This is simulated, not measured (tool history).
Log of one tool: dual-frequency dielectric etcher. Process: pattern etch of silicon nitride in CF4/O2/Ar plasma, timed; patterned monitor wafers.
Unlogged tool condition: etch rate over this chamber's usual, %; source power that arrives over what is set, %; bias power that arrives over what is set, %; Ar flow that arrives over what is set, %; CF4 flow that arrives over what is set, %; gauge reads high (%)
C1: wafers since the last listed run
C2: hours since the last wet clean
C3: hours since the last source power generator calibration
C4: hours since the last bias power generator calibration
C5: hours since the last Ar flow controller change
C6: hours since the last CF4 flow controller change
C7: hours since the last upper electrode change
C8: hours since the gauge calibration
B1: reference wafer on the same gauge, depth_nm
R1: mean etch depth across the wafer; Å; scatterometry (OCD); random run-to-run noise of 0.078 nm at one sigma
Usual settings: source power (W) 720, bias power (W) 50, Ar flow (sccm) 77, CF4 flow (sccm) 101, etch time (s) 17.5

Run 1, hour 0: usual settings but CF4 flow (sccm) 79; C1 0; C2 401.2; C3 3817.9; C4 3933.1; C5 91.2; C6 1548.9; C7 98.1; C8 334.2; B1 49.6. Result: R1 493 Å.
Run 2, hour 15.9: usual settings but bias power (W) 57, CF4 flow (sccm) 87, etch time (s) 16; C1 301; C2 417.1; C3 3833.8; C4 3949; C5 107.1; C6 1564.8; C7 114; C8 350.1; B1 49.59. Result: R1 482 Å.
Run 3, hour 30.8: usual settings but source power (W) 780, Ar flow (sccm) 87; C1 282; C2 432; C3 3848.7; C4 3963.9; C5 122; C6 1579.7; C7 128.9; C8 365; B1 49.62. Result: R1 541.7 Å.
At hour 41.9: bias power generator calibrated.
Run 4, hour 46.5: usual settings but Ar flow (sccm) 86, CF4 flow (sccm) 118; C1 221; C2 447.7; C3 3864.4; C4 4.6; C5 137.7; C6 1595.4; C7 144.6; C8 380.7; B1 49.58. Result: R1 510.2 Å.
Run 5, hour 62.4: usual settings but source power (W) 640, bias power (W) 62, Ar flow (sccm) 68, etch time (s) 15.5; C1 301; C2 463.6; C3 3880.3; C4 20.5; C5 153.6; C6 1611.3; C7 160.5; C8 396.6; B1 49.6. Result: R1 445 Å.
Run 6, hour 79.7: usual settings; C1 328; C2 480.9; C3 3897.6; C4 37.8; C5 170.9; C6 1628.6; C7 177.8; C8 413.9; B1 49.6. Result: R1 509 Å.
At hour 100.8: source power generator calibrated.
At hour 114.2: CF4 flow controller replaced.
At hour 114.6: wet clean of the chamber.
Run 7, hour 115.1: usual settings but bias power (W) 54, Ar flow (sccm) 93; C1 475; C2 0.5; C3 14.3; C4 73.2; C5 206.3; C6 0.9; C7 213.2; C8 449.3; B1 49.58. Result: R1 526.1 Å.
Run 8, hour 115.4: usual settings but Ar flow (sccm) 65; C1 5; C2 0.8; C3 14.6; C4 73.5; C5 206.6; C6 1.2; C7 213.5; C8 449.6; B1 49.58. Result: R1 533.6 Å.
Run 9, hour 119.6: usual settings but bias power (W) 60, Ar flow (sccm) 65, CF4 flow (sccm) 84, etch time (s) 14; C1 79; C2 5; C3 18.8; C4 77.7; C5 210.8; C6 5.4; C7 217.7; C8 453.8; B1 49.61. Result: R1 448.6 Å.
Run 10, hour 128.5: usual settings; C1 168; C2 13.9; C3 27.7; C4 86.6; C5 219.7; C6 14.3; C7 226.6; C8 462.7; B1 49.62. Result: R1 522.3 Å.
At hour 129.9: gauge calibrated.
Run 11, hour 139.1: usual settings but source power (W) 800, etch time (s) 13.5; C1 201; C2 24.5; C3 38.3; C4 97.2; C5 230.3; C6 24.9; C7 237.2; C8 9.2; B1 49.59. Result: R1 446.7 Å.
Run 12, hour 145.4: usual settings but etch time (s) 21.5; C1 119; C2 30.8; C3 44.6; C4 103.5; C5 236.6; C6 31.2; C7 243.5; C8 15.5; B1 49.6. Result: R1 641.1 Å.
Run 13, hour 154: usual settings; C1 163; C2 39.4; C3 53.2; C4 112.1; C5 245.2; C6 39.8; C7 252.1; C8 24.1; B1 49.59. Result: R1 521.9 Å.
Run 14, hour 163.8: usual settings but bias power (W) 55, CF4 flow (sccm) 115; C1 185; C2 49.2; C3 63; C4 121.9; C5 255; C6 49.6; C7 261.9; C8 33.9; B1 49.58. Result: R1 552.3 Å.
Run 15, hour 181: usual settings; C1 326; C2 66.4; C3 80.2; C4 139.1; C5 272.2; C6 66.8; C7 279.1; C8 51.1; B1 49.62. Result: R1 522.3 Å.

Run 16 has not been measured yet. What should we expect?
Run 16, hour 191.3: usual settings but source power (W) 570; C1 195; C2 76.7; C3 90.5; C4 149.4; C5 282.5; C6 77.1; C7 289.4; C8 61.4; B1 ?. Result: R1 ?.

{"run 16": {"B1": 49.61, "R1": 416.2}}
Had the tool carried no hidden state, the very same run would have given R1 415.9 Å.

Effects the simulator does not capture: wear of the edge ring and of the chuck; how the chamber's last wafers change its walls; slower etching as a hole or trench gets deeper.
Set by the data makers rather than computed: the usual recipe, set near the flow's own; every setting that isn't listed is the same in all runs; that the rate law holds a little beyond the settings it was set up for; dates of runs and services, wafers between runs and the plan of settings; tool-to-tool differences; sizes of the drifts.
